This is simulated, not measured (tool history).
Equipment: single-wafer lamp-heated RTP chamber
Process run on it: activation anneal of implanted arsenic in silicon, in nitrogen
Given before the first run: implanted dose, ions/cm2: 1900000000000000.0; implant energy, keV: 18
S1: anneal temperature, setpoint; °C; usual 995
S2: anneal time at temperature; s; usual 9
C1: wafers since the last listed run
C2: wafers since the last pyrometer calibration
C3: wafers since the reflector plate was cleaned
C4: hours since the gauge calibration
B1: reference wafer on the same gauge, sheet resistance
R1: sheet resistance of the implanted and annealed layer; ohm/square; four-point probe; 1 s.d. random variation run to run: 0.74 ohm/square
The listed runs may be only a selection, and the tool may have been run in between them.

run	hour	S1	S2	C1	C2	C3	C4	B1	R1
1	0	995	6	0	5258	918	380.6	144.03	136.04
2	58.6	995	6	1235	6493	2153	439.2	144.15	137.61
3	102.7	995	6	929	7423	3082	483.3	144.02	135.93
4	134.5	972	5	670	8093	3752	515.1	143.89	147.04
# hour 145.6: pyrometer window cleaned and pyrometer calibrated
# hour 160.1: gauge calibrated
5	204	972	5	1296	1231	5048	43.9	143.99	146.8
6	258.1	995	9	1140	2371	6189	98	144.26	130.47
# hour 314.6: reflector plate cleaned
7	315.1	995	9	1032	3404	9	155	144.24	126.25
8	346.9	995	9	670	4074	680	186.8	143.95	127
9	386	995	9	824	4898	1504	225.9	144.02	124.93
10	450.6	995	9	1361	6259	2865	290.5	144.09	126.27
# hour 467.8: pyrometer window cleaned and pyrometer calibrated
# hour 476.5: reflector plate cleaned, repeated, since the last time left the tool worse
11	483.4	995	9	354	160	146	323.3	144.18	130.44
12	517.4	1006	14	716	876	862	357.3	144.03	117.6
13	588.8	995	9	1504	2381	2367	428.7	143.87	131.15
14	645.2	995	11	1188	3570	3556	485.1	143.97	126.94
# hour 676: gauge calibrated
15	714.8	1011	14	1466	5037	5022	38.8	143.65	114.99
16	785.1	1003	5	1481	6518	6504	109.1	144.14	133.6
17	817	975	9	672	7191	7176	141	143.86	139.99
# hour 855.1: pyrometer window cleaned and pyrometer calibrated
# hour 870.3: reflector plate cleaned
18	882.8	995	9	1049	415	262	206.8	144.13	130.76
19	918.2	995	12	746	1161	1009	242.2	143.99	128.09
20	965.2	995	9	990	2152	1999	289.2	144.16	130.8

Branching from run 20: 5 alternative next runs. What would each branch give?
A	965.6	995	7	8	2160	2008	289.6	?	?
B	965.6	1010	9	8	2160	2008	289.6	?	?
C	965.6	1004	6	8	2160	2008	289.6	?	?
D	965.6	1003	13	8	2160	2008	289.6	?	?
E	965.6	972	7	8	2160	2008	289.6	?	?

run	B1	R1
A	143.82	133.34
B	143.82	122.19
C	143.82	131.22
D	143.82	119.76
E	143.82	143.61
What these runs would have given with no unlogged condition in the tool:
run	R1
A	133.71
B	122.59
C	131.59
D	120.18
E	143.94
